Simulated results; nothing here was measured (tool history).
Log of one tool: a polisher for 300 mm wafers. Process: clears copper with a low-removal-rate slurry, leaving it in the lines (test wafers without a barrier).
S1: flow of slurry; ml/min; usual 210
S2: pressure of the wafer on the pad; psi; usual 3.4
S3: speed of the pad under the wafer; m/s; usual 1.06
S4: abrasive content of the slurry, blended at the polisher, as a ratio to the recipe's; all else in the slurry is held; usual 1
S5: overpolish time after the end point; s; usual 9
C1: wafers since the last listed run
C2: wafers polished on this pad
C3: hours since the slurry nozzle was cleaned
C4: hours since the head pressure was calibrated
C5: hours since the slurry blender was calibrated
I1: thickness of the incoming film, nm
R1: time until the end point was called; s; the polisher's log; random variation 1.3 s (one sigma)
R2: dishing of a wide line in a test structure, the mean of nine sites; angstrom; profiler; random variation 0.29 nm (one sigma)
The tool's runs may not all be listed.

| run | hour | S1 | S2 | S3 | S4 | S5 | C1 | C2 | C3 | C4 | C5 | I1 | R1 | R2 |
|---|---|---|---|---|---|---|---|---|---|---|---|---|---|---|
| 1 | 0 | 210 | 3.4 | 1.06 | 1.15 | 8 | 0 | 936 | 605.9 | 520.1 | 87.5 | 286.1 | 95.1 | 168 |
| 2 | 6.6 | 210 | 3.4 | 1.06 | 1.15 | 8 | 46 | 982 | 612.5 | 526.7 | 94.1 | 290.5 | 93 | 169 |
| 3 | 14.9 | 175 | 3.4 | 1.06 | 1 | 9 | 58 | 1041 | 620.8 | 535 | 102.4 | 288.8 | 99.2 | 175 |
| 4 | 22.6 | 210 | 3.4 | 1.06 | 0.9 | 8 | 54 | 1095 | 628.5 | 542.7 | 110.1 | 286.4 | 97.6 | 160 |
| 5 | 33.9 | 210 | 3.4 | 1.06 | 1 | 9 | 79 | 1175 | 639.8 | 554 | 121.4 | 286.5 | 98.2 | 181 |
|  | 41.7 | worn pad replaced by a new one |
| 6 | 51.8 | 210 | 3.4 | 1.06 | 1 | 9 | 97 | 71 | 657.7 | 571.9 | 139.3 | 288.9 | 88.2 | 189 |
| 7 | 58.6 | 210 | 3.4 | 1.06 | 1 | 9 | 47 | 119 | 664.5 | 578.7 | 146.1 | 289.3 | 90.4 | 189 |
| 8 | 70.7 | 210 | 3.4 | 1.06 | 1 | 9 | 85 | 204 | 676.6 | 590.8 | 158.2 | 295.8 | 92.3 | 187 |
| 9 | 80.5 | 210 | 3.4 | 1.06 | 1 | 9 | 69 | 273 | 686.4 | 600.6 | 168 | 285.1 | 93.6 | 182 |
| 10 | 91.7 | 210 | 3.4 | 1.06 | 1.15 | 9 | 78 | 352 | 697.6 | 611.8 | 179.2 | 286 | 88.5 | 192 |
| 11 | 103.2 | 210 | 2.7 | 1.06 | 1 | 9 | 81 | 433 | 709.1 | 623.3 | 190.7 | 295 | 122.9 | 152 |
|  | 106.5 | head pressure recalibrated |
| 12 | 111.8 | 210 | 3.1 | 1.26 | 1.15 | 9 | 46 | 479 | 717.7 | 5.3 | 199.3 | 292.8 | 85.9 | 194 |
| 13 | 129.2 | 280 | 3.4 | 1.06 | 1 | 9 | 122 | 602 | 735.1 | 22.7 | 216.7 | 287.8 | 93 | 178 |
| 14 | 138.3 | 140 | 3.4 | 1.06 | 1 | 9 | 64 | 666 | 744.2 | 31.8 | 225.8 | 289.6 | 103.5 | 168 |

The next listed run, before its measurement:
|  | 142.1 | slurry blender recalibrated |
| 15 | 146.5 | 210 | 3.4 | 1.06 | 1 | 13 | 43 | 710 | 752.4 | 40 | 4.4 | 291.1 | ? | ? |

Run 15 gave R1 98.4 s, R2 233 angstrom.
Without the tool's hidden state the same run would have given R1 87 s, R2 253 angstrom.
